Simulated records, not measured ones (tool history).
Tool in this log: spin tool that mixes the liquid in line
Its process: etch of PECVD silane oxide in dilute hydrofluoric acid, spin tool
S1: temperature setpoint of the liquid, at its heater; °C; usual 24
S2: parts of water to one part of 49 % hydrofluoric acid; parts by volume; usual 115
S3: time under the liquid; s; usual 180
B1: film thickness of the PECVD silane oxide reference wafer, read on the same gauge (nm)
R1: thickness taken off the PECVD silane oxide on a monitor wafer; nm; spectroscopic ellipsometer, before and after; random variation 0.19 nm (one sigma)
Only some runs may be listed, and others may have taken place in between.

run   hour    S1   S2   S3     B1     R1
  1      0    24  150  180  90.01  18.33
  2   29.1    24  115  180  90.04  24.82
  3   61.2    24  115  180  90.03  25.15
  4   95.4    24  150   95  89.99   9.64
  5  120.7    24  150   95  89.98   9.56
  6  148.1    24  150   95  89.99   9.76
  7  162.4    26  115  180  90.03  26.64
  8  177.9    24  115  180  89.99  24.64
  9  192.9    24  115  180  90.03  24.83
     205.2  -- thermometer replaced
     209.1  -- gauge calibrated
 10  211.7    24   85  180     90  34.61
 11  230.5    24  115  180  89.97  24.92
 12  262.5    24  115  180  89.98  24.62
 13  276.6    24  115  180  90.01  25.14
 14  309.7  21.5  115  145     90     18
 15  325.6    24  115   80  89.95  10.96
 16  355.7  28.5   80  130  89.99  32.41
 17  379.4  20.5   55  180  90.03  48.38
 18  392.9  20.5  165  180  89.99  14.31
 19  423.7    24  145  245  89.98  26.26
     450.6  -- hydrofluoric acid flow meter replaced
 20  476.9    24  115  180     90  24.83
 21  492.9  21.5   55  225  89.98  62.99
 22  536.3  28.5   55  225  89.99  84.67
 23  565.9    24  115  180  89.98   24.7
 24  594.6    24  150  140  90.04   14.2
 25  608.9    29   75  225  90.01  61.47
 26  634.5  19.5   95  250  90.01  35.61
 27  665.7  27.5  155  100  90.03  11.28
 28  690.9  26.5   60  125     90  39.34
 29  713.9    24  115  180  90.01   24.7
 30  736.8  25.5   75  240  89.98  57.08
 31  771.2    24  130   90  89.99  10.92
 32  804.2    27  115  215  89.97  33.05
     825.8  -- gauge calibrated
 33  838.6    24  175  180  90.01  15.32
 34  863.9    24  115  180  90.02  24.75

Below are 3 alternative next runs, each starting from the tool's condition after run 34. Predict each:
  A  864.4  24  115  250   ?   ?
  B  864.4  27  115  180   ?   ?
  C  864.4  19  115  130   ?   ?

run     B1     R1
  A  90.02  34.24
  B  90.02  27.68
  C  90.02  14.57
With no hidden state in the tool, these same runs would have given:
run     R1
  A  34.24
  B  27.68
  C  14.57
